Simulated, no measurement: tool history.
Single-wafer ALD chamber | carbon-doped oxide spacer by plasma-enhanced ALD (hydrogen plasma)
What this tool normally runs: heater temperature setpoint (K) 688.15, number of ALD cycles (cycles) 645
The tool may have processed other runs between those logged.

run,day,heater temperature setpoint (K),number of ALD cycles (cycles),"read-back reference wafer on the same gauge, thickness_nm",mean film thickness on the monitor wafer (Å)
1,0,688.15,645,27.609,282.94
2,0.558,688.15,645,27.59,282.6
3,1.25,688.15,645,27.601,283.24
4,2,688.15,645,27.595,281.73
# day 2.171: gauge calibrated
5,2.283,688.15,645,27.591,282.13
6,2.604,688.15,645,27.608,282.63
7,3.05,688.15,645,27.609,283.28
8,3.325,688.15,645,27.596,282.63
9,3.829,688.15,645,27.604,282.61
10,4.192,700.15,755,27.593,320.43
11,4.704,693.15,608,27.611,262.28
# day 5.142: thermocouple changed; heater temperature recalibrated
12,5.162,699.15,686,27.586,291.04
13,5.371,701.15,645,27.587,272.72
14,5.667,701.15,645,27.597,272.27
15,6.046,699.15,686,27.614,292.77
16,6.3,699.15,739,27.6,314.18
17,7.038,693.15,737,27.61,319.3

3 options for the next run, each taken on its own from the tool as it stands now. Forecast them:
A,7.096,688.15,645,?,?
B,7.096,677.15,553,?,?
C,7.096,695.15,723,?,?

run,"read-back reference wafer on the same gauge, thickness_nm",mean film thickness on the monitor wafer (Å)
A,27.603,284.35
B,27.603,251.2
C,27.603,312.56
The same runs, with their run-to-run variation unchanged, on a tool lacking any hidden condition would have given:
run,mean film thickness on the monitor wafer (Å)
A,284.35
B,251.2
C,312.56
